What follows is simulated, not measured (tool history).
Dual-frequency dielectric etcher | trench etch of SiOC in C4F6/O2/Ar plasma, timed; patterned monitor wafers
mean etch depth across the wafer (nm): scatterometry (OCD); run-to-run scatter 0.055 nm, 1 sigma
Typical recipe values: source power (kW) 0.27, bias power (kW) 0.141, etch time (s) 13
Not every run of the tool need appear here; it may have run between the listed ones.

run	day	source power (kW)	bias power (kW)	etch time (s)	wafers since the last listed run	hours since the last wet clean	hours since the last source power generator calibration	hours since the last bias power generator calibration	hours since the last upper electrode change	hours since the gauge calibration	read-back reference wafer on the same gauge, depth_nm	mean etch depth across the wafer (nm)
1	0	0.27	0.141	13	0	400.8	2899.6	3644.6	4684.6	807.4	23.8	24.1
2	1.404	0.27	0.141	13	460	434.5	2933.3	3678.3	4718.3	841.1	23.79	24.18
3	2.008	0.27	0.115	13	198	449	2947.8	3692.8	4732.8	855.6	23.79	22.84
4	3.492	0.27	0.115	13	486	484.6	2983.4	3728.4	4768.4	891.2	23.82	22.88
# day 5.458: wet clean of the chamber
5	5.479	0.27	0.115	13	323	0.5	3031.1	3776.1	4816.1	938.9	23.8	22.6
6	5.892	0.22	0.141	13	135	10.4	3041	3786	4826	948.8	23.78	22.48
# day 6.646: gauge calibrated
7	6.983	0.22	0.141	13	357	36.6	3067.2	3812.2	4852.2	8.1	23.8	22.5
# day 8.412: source power generator calibrated
8	8.442	0.27	0.141	13	423	71.6	0.7	3847.2	4887.2	43.1	23.8	23.76
9	9.229	0.27	0.141	13	258	90.5	19.6	3866.1	4906.1	62	23.79	23.83
10	9.925	0.27	0.12	10.5	228	107.2	36.3	3882.8	4922.8	78.7	23.81	18.45
11	11.162	0.3	0.154	13	405	136.9	66	3912.5	4952.5	108.4	23.83	25.26
12	11.675	0.27	0.141	13	168	149.2	78.3	3924.8	4964.8	120.7	23.8	23.87
13	12.562	0.27	0.109	13	290	170.5	99.6	3946.1	4986.1	142	23.81	22.38
# day 13.929: bias power generator calibrated
14	13.95	0.25	0.169	11	400	203.8	132.9	0.5	5019.4	175.3	23.83	20.96
15	14.633	0.29	0.141	13	224	220.2	149.3	16.9	5035.8	191.7	23.82	24.43
16	15.317	0.27	0.126	15.5	224	236.6	165.7	33.3	5052.2	208.1	23.78	27.79
17	15.992	0.27	0.108	16.5	221	252.8	181.9	49.5	5068.4	224.3	23.79	28.41
18	17.483	0.27	0.141	13	489	288.6	217.7	85.3	5104.2	260.1	23.8	23.95
19	18.092	0.22	0.141	13	199	303.2	232.3	99.9	5118.8	274.7	23.78	22.72
# day 20.104: upper electrode replaced
20	20.125	0.21	0.174	13	338	352	281.1	148.7	0.5	323.5	23.78	23.92
21	20.138	0.27	0.141	13	4	352.3	281.4	149	0.8	323.8	23.81	24.13
22	20.925	0.27	0.108	15	258	371.2	300.3	167.9	19.7	342.7	23.82	25.87
23	22.279	0.27	0.141	13	443	403.7	332.8	200.4	52.2	375.2	23.81	24.05
24	23.304	0.22	0.141	13	336	428.3	357.4	225	76.8	399.8	23.8	22.73
25	24.788	0.25	0.141	13	486	463.9	393	260.6	112.4	435.4	23.81	23.58
26	25.6	0.27	0.109	13	266	483.4	412.5	280.1	131.9	454.9	23.8	22.54
# day 27.796: wet clean of the chamber
27	27.817	0.27	0.141	16	398	0.5	465.7	333.3	185.1	508.1	23.82	29.27
28	27.892	0.27	0.141	13	24	2.3	467.5	335.1	186.9	509.9	23.8	23.82
29	28.683	0.31	0.173	14.5	259	21.3	486.5	354.1	205.9	528.9	23.8	29.42

5 ways to go on from here, each from the tool as it stands after run 29. What would each give?
A	28.7	0.27	0.151	13	5	21.7	486.9	354.5	206.3	529.3	?	?
B	28.7	0.31	0.106	15.5	5	21.7	486.9	354.5	206.3	529.3	?	?
C	28.7	0.27	0.117	15	5	21.7	486.9	354.5	206.3	529.3	?	?
D	28.7	0.27	0.157	13	5	21.7	486.9	354.5	206.3	529.3	?	?
E	28.7	0.33	0.166	17	5	21.7	486.9	354.5	206.3	529.3	?	?

run	read-back reference wafer on the same gauge, depth_nm	mean etch depth across the wafer (nm)
A	23.78	24.36
B	23.78	27.57
C	23.78	26.27
D	23.78	24.62
E	23.78	34.64
Had the tool no hidden state, the same runs would have come out as:
run	mean etch depth across the wafer (nm)
A	24.29
B	27.49
C	26.19
D	24.55
E	34.54
